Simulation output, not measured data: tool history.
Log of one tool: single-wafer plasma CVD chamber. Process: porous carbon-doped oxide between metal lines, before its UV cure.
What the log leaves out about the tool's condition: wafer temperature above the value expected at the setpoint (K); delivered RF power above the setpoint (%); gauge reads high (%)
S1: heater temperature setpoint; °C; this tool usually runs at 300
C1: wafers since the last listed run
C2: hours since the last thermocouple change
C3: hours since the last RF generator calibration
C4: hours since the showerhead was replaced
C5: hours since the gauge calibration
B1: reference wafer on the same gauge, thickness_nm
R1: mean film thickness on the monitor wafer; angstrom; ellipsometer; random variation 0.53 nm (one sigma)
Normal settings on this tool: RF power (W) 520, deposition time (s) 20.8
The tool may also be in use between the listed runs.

Run 1, day 0.000: usual settings; C1 0; C2 1579.4; C3 1570.4; C4 7251.6; C5 457.3; B1 139.036. Result: R1 1096.60 angstrom.
Run 2, day 1.121: usual settings but S1 294 °C; C1 691; C2 1606.3; C3 1597.3; C4 7278.5; C5 484.2; B1 138.691. Result: R1 1146.15 angstrom.
At day 1.883: gauge calibrated.
Run 3, day 2.675: usual settings but S1 294 °C; C1 958; C2 1643.6; C3 1634.6; C4 7315.8; C5 19.0; B1 138.992. Result: R1 1143.25 angstrom.
Run 4, day 4.800: usual settings but S1 294 °C; C1 1310; C2 1694.6; C3 1685.6; C4 7366.8; C5 70.0; B1 139.020. Result: R1 1137.64 angstrom.
Run 5, day 7.204: usual settings; C1 1482; C2 1752.3; C3 1743.3; C4 7424.5; C5 127.7; B1 139.107. Result: R1 1097.71 angstrom.
Run 6, day 9.404: usual settings; C1 1356; C2 1805.1; C3 1796.1; C4 7477.3; C5 180.5; B1 138.973. Result: R1 1104.82 angstrom.
Run 7, day 10.692: usual settings; C1 794; C2 1836.0; C3 1827.0; C4 7508.2; C5 211.4; B1 138.879. Result: R1 1106.35 angstrom.
Run 8, day 11.938: usual settings; C1 768; C2 1865.9; C3 1856.9; C4 7538.1; C5 241.3; B1 139.032. Result: R1 1101.36 angstrom.
At day 12.367: thermocouple changed; heater temperature recalibrated.
Run 9, day 14.304: usual settings but RF power (W) 560, deposition time (s) 23.9; C1 1254; C2 46.5; C3 1913.7; C4 7594.9; C5 298.1; B1 138.807. Result: R1 1321.12 angstrom.
Run 10, day 16.167: usual settings but S1 308 °C, RF power (W) 550, deposition time (s) 24.2; C1 1148; C2 91.2; C3 1958.4; C4 7639.6; C5 342.8; B1 139.025. Result: R1 1274.45 angstrom.
At day 17.296: showerhead replaced.
Run 11, day 18.725: usual settings but RF power (W) 585, deposition time (s) 24.0; C1 1372; C2 152.6; C3 2019.8; C4 34.3; C5 404.2; B1 139.110. Result: R1 1371.38 angstrom.
At day 22.250: gauge calibrated.
At day 22.950: RF generator calibrated.
Run 12, day 26.329: usual settings; C1 4484; C2 335.1; C3 81.1; C4 216.8; C5 97.9; B1 138.833. Result: R1 1160.55 angstrom.
Run 13, day 28.392: usual settings but S1 312 °C, RF power (W) 610, deposition time (s) 22.3; C1 1272; C2 384.6; C3 130.6; C4 266.3; C5 147.4; B1 138.788. Result: R1 1290.56 angstrom.
Run 14, day 30.208: usual settings but S1 312 °C; C1 1120; C2 428.2; C3 174.2; C4 309.9; C5 191.0; B1 139.039. Result: R1 1070.16 angstrom.

How would selected steps in R1 from run to run divide? Give the signed amount a tool lacking its hidden state would still show from settings, what came in and random variation, and the signed amount left for the hidden state, including any gauge scatter that is not in both of the compared results.
Run 11 -> 12: RF power (W) 585 -> 520, deposition time (s) 24.0 -> 20.8, gauge calibrated, RF generator calibrated. R1 -210.83 angstrom: hidden state +78.30, all else -289.13.
Run 13 -> 14: RF power (W) 610 -> 520, deposition time (s) 22.3 -> 20.8. R1 -220.40 angstrom: hidden state -0.31, all else -220.09.

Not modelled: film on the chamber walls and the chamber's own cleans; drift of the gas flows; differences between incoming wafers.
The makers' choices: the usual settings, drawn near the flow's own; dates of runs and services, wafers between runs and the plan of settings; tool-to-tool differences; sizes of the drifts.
